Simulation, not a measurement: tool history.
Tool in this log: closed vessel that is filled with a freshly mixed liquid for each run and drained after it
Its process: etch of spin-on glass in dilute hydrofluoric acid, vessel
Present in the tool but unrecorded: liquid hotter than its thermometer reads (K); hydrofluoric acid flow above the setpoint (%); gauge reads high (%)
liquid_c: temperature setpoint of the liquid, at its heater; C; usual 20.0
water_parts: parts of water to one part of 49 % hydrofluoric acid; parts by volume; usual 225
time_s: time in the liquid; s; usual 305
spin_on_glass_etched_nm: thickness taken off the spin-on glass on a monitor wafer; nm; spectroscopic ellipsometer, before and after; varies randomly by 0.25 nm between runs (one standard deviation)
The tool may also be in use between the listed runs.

| run | hour | liquid_c | water_parts | time_s | wafers since the last listed run | hours since the thermometer was replaced | hours since the hydrofluoric acid flow meter was replaced | hours since the gauge calibration | read-back film thickness of the spin-on glass reference wafer, read on the same gauge (nm) | spin_on_glass_etched_nm |
|---|---|---|---|---|---|---|---|---|---|---|
| 1 | 0.0 | 20.0 | 225 | 305 | 0 | 2336.1 | 739.5 | 453.7 | 150.00 | 37.30 |
| 2 | 53.9 | 20.0 | 225 | 305 | 6189 | 2390.0 | 793.4 | 507.6 | 150.02 | 37.35 |
| 3 | 95.9 | 20.0 | 225 | 305 | 4823 | 2432.0 | 835.4 | 549.6 | 150.01 | 37.32 |
| 4 | 246.4 | 20.0 | 225 | 305 | 17283 | 2582.5 | 985.9 | 700.1 | 150.01 | 37.85 |
| 5 | 311.5 | 20.0 | 225 | 305 | 7476 | 2647.6 | 1051.0 | 765.2 | 149.99 | 38.27 |
| 6 | 374.4 | 20.0 | 225 | 305 | 7223 | 2710.5 | 1113.9 | 828.1 | 150.01 | 38.88 |
| 7 | 431.5 | 20.0 | 225 | 305 | 6557 | 2767.6 | 1171.0 | 885.2 | 150.01 | 38.63 |
| 8 | 481.7 | 20.0 | 225 | 305 | 5764 | 2817.8 | 1221.2 | 935.4 | 149.99 | 38.64 |
|  | 488.4 | gauge calibrated |
| 9 | 511.7 | 20.0 | 225 | 395 | 3445 | 2847.8 | 1251.2 | 23.3 | 149.97 | 51.06 |
|  | 669.4 | hydrofluoric acid flow meter replaced |
|  | 674.6 | thermometer replaced |
| 10 | 678.2 | 20.0 | 280 | 220 | 18891 | 3.6 | 8.8 | 189.8 | 149.97 | 18.30 |
| 11 | 728.4 | 17.5 | 180 | 360 | 5764 | 53.8 | 59.0 | 240.0 | 149.99 | 46.46 |
| 12 | 800.3 | 17.0 | 225 | 465 | 8256 | 125.7 | 130.9 | 311.9 | 150.00 | 45.85 |
| 13 | 848.3 | 20.0 | 270 | 420 | 5512 | 173.7 | 178.9 | 359.9 | 150.00 | 36.90 |
| 14 | 904.3 | 23.0 | 170 | 360 | 6431 | 229.7 | 234.9 | 415.9 | 150.01 | 61.81 |
| 15 | 939.2 | 20.0 | 225 | 305 | 4007 | 264.6 | 269.8 | 450.8 | 150.02 | 33.23 |
| 16 | 1004.3 | 17.0 | 225 | 360 | 7476 | 329.7 | 334.9 | 515.9 | 150.01 | 35.94 |
| 17 | 1042.8 | 20.0 | 225 | 305 | 4421 | 368.2 | 373.4 | 554.4 | 149.99 | 34.22 |
| 18 | 1086.0 | 20.0 | 155 | 305 | 4961 | 411.4 | 416.6 | 597.6 | 150.00 | 53.42 |
| 19 | 1114.8 | 23.0 | 225 | 215 | 3307 | 440.2 | 445.4 | 626.4 | 150.00 | 27.16 |

Across each entry between runs, compare the hidden state at the last listed run before it with the hidden state at the first listed run after it:
After run 8, before run 9: gauge calibrated (hour 488.4)
  liquid hotter than its thermometer reads (K): 2.59 -> 2.62; hydrofluoric acid flow above the setpoint (%): 7.11 -> 7.28
  difference, measured minus the result without the unlogged condition, spin_on_glass_etched_nm: +6.41 -> +8.58 nm
After run 9, before run 10: hydrofluoric acid flow meter replaced (hour 669.4); thermometer replaced (hour 674.6)
  liquid hotter than its thermometer reads (K): 2.62 -> 0.16; hydrofluoric acid flow above the setpoint (%): 7.28 -> 0.373
  difference, measured minus the result without the unlogged condition, spin_on_glass_etched_nm: +8.58 -> +0.19 nm
